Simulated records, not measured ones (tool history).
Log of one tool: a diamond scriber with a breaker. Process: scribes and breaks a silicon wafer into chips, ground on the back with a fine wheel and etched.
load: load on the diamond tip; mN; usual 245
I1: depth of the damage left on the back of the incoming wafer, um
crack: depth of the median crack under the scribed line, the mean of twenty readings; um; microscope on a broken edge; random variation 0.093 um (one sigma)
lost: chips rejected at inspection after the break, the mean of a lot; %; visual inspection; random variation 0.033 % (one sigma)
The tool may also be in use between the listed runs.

Run 1, hour 0.0: usual settings but load 295 mN; I1 0.36. Result: crack 12.04 um, lost 6.75 %.
Run 2, hour 12.1: usual settings but load 295 mN; I1 0.43. Result: crack 12.06 um, lost 5.49 %.
Run 3, hour 26.1: usual settings but load 198 mN; I1 0.51. Result: crack 10.11 um, lost 1.08 %.
Run 4, hour 56.2: usual settings but load 198 mN; I1 0.60. Result: crack 10.05 um, lost 1.23 %.
Run 5, hour 80.6: usual settings but load 226 mN; I1 0.37. Result: crack 10.70 um, lost 0.47 %.
Run 6, hour 109.9: usual settings but load 226 mN; I1 0.38. Result: crack 10.77 um, lost 0.47 %.
Run 7, hour 130.0: usual settings but load 226 mN; I1 0.33. Result: crack 10.67 um, lost 0.50 %.
Run 8, hour 151.7: usual settings; I1 0.35. Result: crack 11.12 um, lost 1.45 %.
Run 9, hour 166.4: usual settings; I1 0.70. Result: crack 11.11 um, lost 1.39 %.
Run 10, hour 186.7: usual settings; I1 0.76. Result: crack 11.29 um, lost 1.52 %.
Run 11, hour 204.0: usual settings but load 189 mN; I1 0.78. Result: crack 9.90 um, lost 1.62 %.
Run 12, hour 231.3: usual settings; I1 0.55. Result: crack 11.17 um, lost 1.58 %.
Run 13, hour 243.5: usual settings; I1 0.58. Result: crack 11.29 um, lost 1.47 %.
At hour 246.1: diamond tip replaced by a new one, of another model than before.
Run 14, hour 263.0: usual settings; I1 0.45. Result: crack 11.58 um, lost 2.50 %.
Run 15, hour 279.0: usual settings; I1 0.44. Result: crack 11.39 um, lost 2.43 %.
Run 16, hour 303.8: usual settings but load 217 mN; I1 0.52. Result: crack 10.68 um, lost 0.45 %.
At hour 319.2: load on the tip recalibrated.
Run 17, hour 323.3: usual settings but load 293 mN; I1 0.31. Result: crack 11.70 um, lost 3.92 %.
Run 18, hour 354.4: usual settings but load 275 mN; I1 0.49. Result: crack 11.30 um, lost 1.96 %.
Run 19, hour 387.0: usual settings but load 301 mN; I1 0.68. Result: crack 12.05 um, lost 5.70 %.
Run 20, hour 419.8: usual settings but load 171 mN; I1 0.74. Result: crack 8.54 um, lost 15.00 %.
Run 21, hour 451.7: usual settings; I1 0.64. Result: crack 10.70 um, lost 0.42 %.
Run 22, hour 524.8: usual settings but load 182 mN; I1 0.57. Result: crack 9.08 um, lost 9.05 %.
Run 23, hour 546.1: usual settings but load 306 mN; I1 0.53. Result: crack 12.18 um, lost 8.26 %.
Run 24, hour 568.4: usual settings but load 314 mN; I1 0.76. Result: crack 12.72 um, lost 9.87 %.
Run 25, hour 587.5: usual settings; I1 0.67. Result: crack 10.64 um, lost 0.58 %.
Run 26, hour 604.2: usual settings; I1 0.67. Result: crack 10.74 um, lost 0.55 %.

The next listed run, before its measurement:
Run 27, hour 628.8: usual settings but load 308 mN; I1 0.78. Result: crack ?, lost ?.

crack: 12.45 um
lost: 8.82 %
Without the tool's hidden state the same run would have given crack 12.15 um, lost 6.60 %.

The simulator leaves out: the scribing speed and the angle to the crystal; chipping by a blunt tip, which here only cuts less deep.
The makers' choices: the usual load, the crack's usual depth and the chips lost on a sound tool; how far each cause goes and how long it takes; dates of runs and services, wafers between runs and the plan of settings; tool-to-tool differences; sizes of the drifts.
